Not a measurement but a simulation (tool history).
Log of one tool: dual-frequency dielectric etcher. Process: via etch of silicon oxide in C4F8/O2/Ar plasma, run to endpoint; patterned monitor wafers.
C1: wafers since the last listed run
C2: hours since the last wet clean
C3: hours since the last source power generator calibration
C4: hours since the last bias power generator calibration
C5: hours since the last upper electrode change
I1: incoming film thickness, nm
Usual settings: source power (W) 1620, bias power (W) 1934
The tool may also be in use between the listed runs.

{"run": 1, "day": 0.0, "source power (W)": 1620, "bias power (W)": 1739, "C1": 0, "C2": 26.8, "C3": 2287.4, "C4": 3494.8, "C5": 2699.5, "I1": 755.1, "endpoint time (s)": 170.7}
{"run": 2, "day": 0.529, "source power (W)": 1620, "bias power (W)": 1739, "C1": 42, "C2": 39.5, "C3": 2300.1, "C4": 3507.5, "C5": 2712.2, "I1": 755.7, "endpoint time (s)": 171.5}
{"run": 3, "day": 3.929, "source power (W)": 1620, "bias power (W)": 1739, "C1": 271, "C2": 121.1, "C3": 2381.7, "C4": 3589.1, "C5": 2793.8, "I1": 747.3, "endpoint time (s)": 171.9}
{"run": 4, "day": 4.442, "source power (W)": 1620, "bias power (W)": 1934, "C1": 40, "C2": 133.4, "C3": 2394, "C4": 3601.4, "C5": 2806.1, "I1": 750.8, "endpoint time (s)": 167.8}
{"run": 5, "day": 5.325, "source power (W)": 1620, "bias power (W)": 1934, "C1": 70, "C2": 154.6, "C3": 2415.2, "C4": 3622.6, "C5": 2827.3, "I1": 756.7, "endpoint time (s)": 169.8}
{"run": 6, "day": 6.125, "source power (W)": 1620, "bias power (W)": 1655, "C1": 63, "C2": 173.8, "C3": 2434.4, "C4": 3641.8, "C5": 2846.5, "I1": 752.4, "endpoint time (s)": 175.4}
{"day": 7.254, "done": "upper electrode replaced"}
{"run": 7, "day": 7.275, "source power (W)": 1410, "bias power (W)": 1934, "C1": 11, "C2": 201.4, "C3": 2462, "C4": 3669.4, "C5": 0.5, "I1": 753.7, "endpoint time (s)": 181.7}
{"run": 8, "day": 7.346, "source power (W)": 1410, "bias power (W)": 1934, "C1": 5, "C2": 203.1, "C3": 2463.7, "C4": 3671.1, "C5": 2.2, "I1": 747.9, "endpoint time (s)": 184}
{"run": 9, "day": 8.567, "source power (W)": 1410, "bias power (W)": 1934, "C1": 97, "C2": 232.4, "C3": 2493, "C4": 3700.4, "C5": 31.5, "I1": 751.7, "endpoint time (s)": 184.9}
{"run": 10, "day": 9.983, "source power (W)": 1620, "bias power (W)": 2132, "C1": 112, "C2": 266.4, "C3": 2527, "C4": 3734.4, "C5": 65.5, "I1": 757.5, "endpoint time (s)": 166.5}
{"day": 10.362, "done": "source power generator calibrated"}
{"run": 11, "day": 10.546, "source power (W)": 1620, "bias power (W)": 1934, "C1": 31, "C2": 279.9, "C3": 4.4, "C4": 3747.9, "C5": 79, "I1": 745.8, "endpoint time (s)": 169.5}
{"day": 11.529, "done": "bias power generator calibrated"}
{"run": 12, "day": 11.958, "source power (W)": 1620, "bias power (W)": 1934, "C1": 99, "C2": 313.8, "C3": 38.3, "C4": 10.3, "C5": 112.9, "I1": 752.8, "endpoint time (s)": 172.2}
{"run": 13, "day": 12.667, "source power (W)": 1620, "bias power (W)": 1934, "C1": 56, "C2": 330.8, "C3": 55.3, "C4": 27.3, "C5": 129.9, "I1": 756.3, "endpoint time (s)": 173.1}
{"run": 14, "day": 13.329, "source power (W)": 1870, "bias power (W)": 2101, "C1": 52, "C2": 346.7, "C3": 71.2, "C4": 43.2, "C5": 145.8, "I1": 756.6, "endpoint time (s)": 159.4}
{"day": 14.979, "done": "wet clean of the chamber"}
{"run": 15, "day": 15.0, "source power (W)": 1620, "bias power (W)": 2291, "C1": 53, "C2": 0.5, "C3": 111.3, "C4": 83.3, "C5": 185.9, "I1": 752.7, "endpoint time (s)": 159}
{"run": 16, "day": 15.262, "source power (W)": 1410, "bias power (W)": 1934, "C1": 20, "C2": 6.8, "C3": 117.6, "C4": 89.6, "C5": 192.2, "I1": 753.7, "endpoint time (s)": 177.5}
{"run": 17, "day": 15.842, "source power (W)": 1450, "bias power (W)": 1934, "C1": 46, "C2": 20.7, "C3": 131.5, "C4": 103.5, "C5": 206.1, "I1": 761.2, "endpoint time (s)": 178.1}
{"run": 18, "day": 17.067, "source power (W)": 1740, "bias power (W)": 2355, "C1": 97, "C2": 50.1, "C3": 160.9, "C4": 132.9, "C5": 235.5, "I1": 754.6, "endpoint time (s)": 152.7}
{"run": 19, "day": 18.308, "source power (W)": 1520, "bias power (W)": 2225, "C1": 99, "C2": 79.9, "C3": 190.7, "C4": 162.7, "C5": 265.3, "I1": 756.5, "endpoint time (s)": 165.4}
{"run": 20, "day": 21.121, "source power (W)": 1950, "bias power (W)": 1668, "C1": 224, "C2": 147.4, "C3": 258.2, "C4": 230.2, "C5": 332.8, "I1": 756.2, "endpoint time (s)": 160.4}
{"run": 21, "day": 21.967, "source power (W)": 1460, "bias power (W)": 1550, "C1": 67, "C2": 167.7, "C3": 278.5, "C4": 250.5, "C5": 353.1, "I1": 751.6, "endpoint time (s)": 189.9}

Forecast each of these 4 alternatives for the next run:
{"run": "A", "day": 21.988, "source power (W)": 1620, "bias power (W)": 1934, "C1": 1, "C2": 168.2, "C3": 279, "C4": 251, "C5": 353.6, "I1": 753.7, "endpoint time (s)": "?"}
{"run": "B", "day": 21.988, "source power (W)": 1760, "bias power (W)": 2291, "C1": 1, "C2": 168.2, "C3": 279, "C4": 251, "C5": 353.6, "I1": 753.7, "endpoint time (s)": "?"}
{"run": "C", "day": 21.988, "source power (W)": 1460, "bias power (W)": 1619, "C1": 1, "C2": 168.2, "C3": 279, "C4": 251, "C5": 353.6, "I1": 753.7, "endpoint time (s)": "?"}
{"run": "D", "day": 21.988, "source power (W)": 1950, "bias power (W)": 1549, "C1": 1, "C2": 168.2, "C3": 279, "C4": 251, "C5": 353.6, "I1": 753.7, "endpoint time (s)": "?"}

run=A endpoint_time_(s)=166.7
run=B endpoint_time_(s)=152.2
run=C endpoint_time_(s)=185.1
run=D endpoint_time_(s)=161
Without the tool's hidden state the same runs would have given:
run=A endpoint_time_(s)=164.3
run=B endpoint_time_(s)=150
run=C endpoint_time_(s)=182.4
run=D endpoint_time_(s)=158.6
